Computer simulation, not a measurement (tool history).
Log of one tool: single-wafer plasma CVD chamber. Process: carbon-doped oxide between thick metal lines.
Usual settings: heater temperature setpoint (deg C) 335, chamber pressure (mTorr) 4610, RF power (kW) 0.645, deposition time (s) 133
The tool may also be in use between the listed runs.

run,day,heater temperature setpoint (deg C),chamber pressure (mTorr),RF power (kW),deposition time (s),wafers since the last listed run,hours since the last thermocouple change,hours since the last RF generator calibration,hours since the last manometer calibration,hours since the showerhead was replaced,hours since the gauge calibration,"read-back reference wafer on the same gauge, thickness_nm",mean film thickness on the monitor wafer (nm)
1,0.000,330,4610,0.645,133,0,380.4,1297.2,1126.1,5083.0,1909.4,832.580,864.213
2,1.650,335,3980,0.645,133,305,420.0,1336.8,1165.7,5122.6,1949.0,833.612,838.618
3,3.671,335,3980,0.645,133,373,468.5,1385.3,1214.2,5171.1,1997.5,832.888,829.551
# day 4.233: gauge calibrated
4,5.992,335,4610,0.575,133,429,524.2,1441.0,1269.9,5226.8,42.2,832.796,778.188
5,8.067,335,4610,0.575,133,383,574.0,1490.8,1319.7,5276.6,92.0,832.993,784.160
6,9.096,346,4610,0.645,133,190,598.7,1515.5,1344.4,5301.3,116.7,834.154,821.032
7,10.292,335,4610,0.645,133,221,627.4,1544.2,1373.1,5330.0,145.4,832.715,847.715
8,12.488,335,4610,0.645,133,405,680.1,1596.9,1425.8,5382.7,198.1,833.614,855.039
9,14.675,335,3620,0.645,159,404,732.6,1649.4,1478.3,5435.2,250.6,832.435,981.358
# day 15.112: RF generator calibrated
10,16.483,341,4610,0.645,157,272,776.0,32.9,1521.7,5478.6,294.0,833.539,982.780
11,18.338,335,4610,0.645,133,342,820.5,77.4,1566.2,5523.1,338.5,833.008,844.680
# day 18.938: thermocouple changed; heater temperature recalibrated
12,20.292,335,4360,0.645,133,299,32.5,124.3,1613.1,5570.0,385.4,832.109,842.280
13,22.117,328,5440,0.760,124,337,76.3,168.1,1656.9,5613.8,429.2,832.532,905.116
14,30.775,326,4610,0.565,133,1600,284.1,375.9,1864.7,5821.6,637.0,833.949,797.031
15,32.317,330,4610,0.645,133,284,321.1,412.9,1901.7,5858.6,674.0,832.356,857.856
16,35.121,348,5320,0.535,115,518,388.4,480.2,1969.0,5925.9,741.3,832.633,638.049
17,36.204,335,4180,0.645,112,200,414.4,506.2,1995.0,5951.9,767.3,832.597,712.016
18,39.104,335,4610,0.675,133,536,484.0,575.8,2064.6,6021.5,836.9,832.501,868.498

Forecast run 19:
19,41.467,335,5540,0.645,133,436,540.7,632.5,2121.3,6078.2,893.6,?,?

Run 19 gave read-back reference wafer on the same gauge, thickness_nm 832.732, mean film thickness on the monitor wafer (nm) 864.282.
Without the tool's hidden state the same run would have given mean film thickness on the monitor wafer (nm) 864.282.

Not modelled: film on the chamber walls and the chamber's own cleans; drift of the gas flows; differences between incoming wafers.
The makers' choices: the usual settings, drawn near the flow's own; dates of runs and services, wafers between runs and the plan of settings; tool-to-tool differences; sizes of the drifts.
